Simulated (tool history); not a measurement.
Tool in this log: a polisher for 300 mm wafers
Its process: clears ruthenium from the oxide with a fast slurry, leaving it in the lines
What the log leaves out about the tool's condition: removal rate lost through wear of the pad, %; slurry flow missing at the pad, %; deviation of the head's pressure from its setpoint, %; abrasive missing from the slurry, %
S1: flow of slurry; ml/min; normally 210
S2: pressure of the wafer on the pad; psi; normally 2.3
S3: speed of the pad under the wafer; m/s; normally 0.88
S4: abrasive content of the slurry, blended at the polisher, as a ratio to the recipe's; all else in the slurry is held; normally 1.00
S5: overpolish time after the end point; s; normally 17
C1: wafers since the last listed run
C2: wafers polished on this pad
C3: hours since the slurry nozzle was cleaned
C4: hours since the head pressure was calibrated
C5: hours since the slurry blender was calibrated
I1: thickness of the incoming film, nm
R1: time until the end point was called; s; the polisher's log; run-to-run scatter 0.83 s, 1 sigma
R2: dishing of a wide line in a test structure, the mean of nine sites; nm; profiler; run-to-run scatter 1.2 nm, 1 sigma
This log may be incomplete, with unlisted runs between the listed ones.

{"run": 1, "hour": 0.0, "S1": 210, "S2": 2.3, "S3": 0.88, "S4": 1.0, "S5": 17, "C1": 0, "C2": 2348, "C3": 448.6, "C4": 602.3, "C5": 312.3, "I1": 226.7, "R1": 75.0, "R2": 50.4}
{"run": 2, "hour": 82.4, "S1": 210, "S2": 2.3, "S3": 0.88, "S4": 1.0, "S5": 17, "C1": 807, "C2": 3155, "C3": 531.0, "C4": 684.7, "C5": 394.7, "I1": 232.3, "R1": 78.8, "R2": 48.1}
{"run": 3, "hour": 160.3, "S1": 180, "S2": 2.3, "S3": 1.1, "S4": 1.0, "S5": 17, "C1": 763, "C2": 3918, "C3": 608.9, "C4": 762.6, "C5": 472.6, "I1": 231.9, "R1": 66.0, "R2": 52.5}
{"run": 4, "hour": 242.4, "S1": 210, "S2": 2.3, "S3": 0.88, "S4": 1.0, "S5": 17, "C1": 804, "C2": 4723, "C3": 691.0, "C4": 844.7, "C5": 554.7, "I1": 227.8, "R1": 74.7, "R2": 48.8}
{"hour": 288.3, "done": "slurry nozzle cleaned"}
{"run": 5, "hour": 310.0, "S1": 210, "S2": 3.0, "S3": 0.88, "S4": 1.0, "S5": 17, "C1": 652, "C2": 5375, "C3": 21.7, "C4": 912.3, "C5": 622.3, "I1": 234.4, "R1": 59.9, "R2": 62.6}
{"run": 6, "hour": 346.4, "S1": 210, "S2": 2.3, "S3": 1.1, "S4": 1.2, "S5": 17, "C1": 356, "C2": 5732, "C3": 58.1, "C4": 948.7, "C5": 658.7, "I1": 234.3, "R1": 58.3, "R2": 61.2}
{"hour": 383.6, "done": "slurry blender recalibrated"}
{"hour": 490.6, "done": "head pressure recalibrated"}
{"hour": 556.0, "done": "worn pad replaced by a new one"}
{"run": 7, "hour": 619.4, "S1": 210, "S2": 3.0, "S3": 0.88, "S4": 1.0, "S5": 17, "C1": 2596, "C2": 621, "C3": 331.1, "C4": 128.8, "C5": 235.8, "I1": 231.2, "R1": 59.0, "R2": 61.9}
{"run": 8, "hour": 670.8, "S1": 255, "S2": 1.6, "S3": 0.88, "S4": 1.15, "S5": 17, "C1": 503, "C2": 1124, "C3": 382.5, "C4": 180.2, "C5": 287.2, "I1": 230.7, "R1": 94.6, "R2": 38.0}
{"run": 9, "hour": 711.6, "S1": 280, "S2": 2.3, "S3": 0.88, "S4": 1.0, "S5": 21, "C1": 399, "C2": 1524, "C3": 423.3, "C4": 221.0, "C5": 328.0, "I1": 228.6, "R1": 71.5, "R2": 60.7}
{"run": 10, "hour": 786.2, "S1": 210, "S2": 2.3, "S3": 0.88, "S4": 1.0, "S5": 17, "C1": 730, "C2": 2255, "C3": 497.9, "C4": 295.6, "C5": 402.6, "I1": 233.6, "R1": 76.7, "R2": 46.9}
{"run": 11, "hour": 892.3, "S1": 210, "S2": 2.3, "S3": 1.08, "S4": 1.0, "S5": 17, "C1": 1039, "C2": 3294, "C3": 604.0, "C4": 401.7, "C5": 508.7, "I1": 229.9, "R1": 63.8, "R2": 54.7}
{"run": 12, "hour": 994.5, "S1": 275, "S2": 2.3, "S3": 0.88, "S4": 1.0, "S5": 12, "C1": 1001, "C2": 4296, "C3": 706.2, "C4": 503.9, "C5": 610.9, "I1": 226.4, "R1": 72.8, "R2": 35.6}
{"run": 13, "hour": 1111.2, "S1": 255, "S2": 2.3, "S3": 0.88, "S4": 1.15, "S5": 23, "C1": 1143, "C2": 5439, "C3": 822.9, "C4": 620.6, "C5": 727.6, "I1": 228.9, "R1": 70.6, "R2": 66.9}
{"hour": 1170.1, "done": "slurry nozzle cleaned"}
{"run": 14, "hour": 1198.7, "S1": 210, "S2": 2.3, "S3": 1.04, "S4": 1.0, "S5": 14, "C1": 847, "C2": 6287, "C3": 28.6, "C4": 708.1, "C5": 815.1, "I1": 229.1, "R1": 63.8, "R2": 45.2}
{"run": 15, "hour": 1253.0, "S1": 210, "S2": 2.3, "S3": 0.88, "S4": 1.0, "S5": 17, "C1": 532, "C2": 6819, "C3": 82.9, "C4": 762.4, "C5": 869.4, "I1": 229.5, "R1": 73.8, "R2": 48.5}
{"hour": 1281.9, "done": "slurry blender recalibrated"}
{"hour": 1316.9, "done": "worn pad replaced by a new one"}
{"run": 16, "hour": 1349.2, "S1": 210, "S2": 2.3, "S3": 0.88, "S4": 1.0, "S5": 17, "C1": 883, "C2": 316, "C3": 179.1, "C4": 858.6, "C5": 67.3, "I1": 229.8, "R1": 74.2, "R2": 46.0}
{"run": 17, "hour": 1612.6, "S1": 210, "S2": 1.9, "S3": 0.6, "S4": 1.2, "S5": 17, "C1": 2580, "C2": 2897, "C3": 442.5, "C4": 1122.0, "C5": 330.7, "I1": 230.5, "R1": 115.8, "R2": 32.1}
{"hour": 1620.2, "done": "head pressure recalibrated"}
{"run": 18, "hour": 1688.5, "S1": 210, "S2": 1.5, "S3": 0.98, "S4": 1.0, "S5": 17, "C1": 724, "C2": 3621, "C3": 518.4, "C4": 68.3, "C5": 406.6, "I1": 230.5, "R1": 102.0, "R2": 35.4}
{"run": 19, "hour": 1788.1, "S1": 210, "S2": 2.0, "S3": 0.98, "S4": 1.2, "S5": 17, "C1": 975, "C2": 4597, "C3": 618.0, "C4": 167.9, "C5": 506.2, "I1": 229.0, "R1": 74.3, "R2": 48.9}
{"run": 20, "hour": 1833.6, "S1": 210, "S2": 2.9, "S3": 0.88, "S4": 1.0, "S5": 17, "C1": 445, "C2": 5042, "C3": 663.5, "C4": 213.4, "C5": 551.7, "I1": 230.8, "R1": 62.2, "R2": 56.9}
{"run": 21, "hour": 1876.2, "S1": 255, "S2": 2.3, "S3": 0.72, "S4": 0.7, "S5": 17, "C1": 417, "C2": 5460, "C3": 706.1, "C4": 256.0, "C5": 594.3, "I1": 232.6, "R1": 108.7, "R2": 36.7}
{"hour": 1889.4, "done": "slurry nozzle cleaned"}
{"run": 22, "hour": 1965.0, "S1": 210, "S2": 2.3, "S3": 0.88, "S4": 1.0, "S5": 17, "C1": 860, "C2": 6320, "C3": 75.6, "C4": 344.8, "C5": 683.1, "I1": 230.4, "R1": 75.1, "R2": 47.7}
{"run": 23, "hour": 2004.1, "S1": 175, "S2": 2.9, "S3": 0.88, "S4": 1.1, "S5": 23, "C1": 383, "C2": 6703, "C3": 114.7, "C4": 383.9, "C5": 722.2, "I1": 233.6, "R1": 59.9, "R2": 79.6}
{"hour": 2075.5, "done": "slurry blender recalibrated"}
{"run": 24, "hour": 2108.8, "S1": 210, "S2": 2.3, "S3": 0.88, "S4": 1.0, "S5": 17, "C1": 1006, "C2": 7709, "C3": 219.4, "C4": 488.6, "C5": 33.3, "I1": 228.6, "R1": 75.9, "R2": 48.7}
{"hour": 2136.3, "done": "worn pad replaced by a new one"}
{"run": 25, "hour": 2203.1, "S1": 280, "S2": 2.5, "S3": 0.88, "S4": 1.15, "S5": 17, "C1": 884, "C2": 654, "C3": 313.7, "C4": 582.9, "C5": 127.6, "I1": 224.9, "R1": 60.8, "R2": 54.5}
{"run": 26, "hour": 2245.5, "S1": 145, "S2": 2.3, "S3": 0.88, "S4": 1.0, "S5": 17, "C1": 415, "C2": 1069, "C3": 356.1, "C4": 625.3, "C5": 170.0, "I1": 232.1, "R1": 82.3, "R2": 44.7}
{"run": 27, "hour": 2309.9, "S1": 210, "S2": 2.3, "S3": 0.88, "S4": 1.0, "S5": 17, "C1": 630, "C2": 1700, "C3": 420.5, "C4": 689.7, "C5": 234.4, "I1": 227.8, "R1": 75.9, "R2": 48.2}

State the hidden condition of the tool at each of the runs:
removal rate lost through wear of the pad, %: 0 at every run
deviation of the head's pressure from its setpoint, %: 0 at every run
abrasive missing from the slurry, %: 0 at every run
H1: slurry flow missing at the pad, %
run=1 H1=20.2
run=2 H1=21.2
run=3 H1=22
run=4 H1=22.5
run=5 H1=3.58
run=6 H1=6.06
run=7 H1=16.9
run=8 H1=17.9
run=9 H1=18.6
run=10 H1=19.7
run=11 H1=20.7
run=12 H1=21.4
run=13 H1=21.9
run=14 H1=2.66
run=15 H1=6.14
run=16 H1=10.8
run=17 H1=17.5
run=18 H1=18.5
run=19 H1=19.4
run=20 H1=19.7
run=21 H1=20
run=22 H1=5.23
run=23 H1=7.39
run=24 H1=11.8
run=25 H1=14.6
run=26 H1=15.5
run=27 H1=16.7
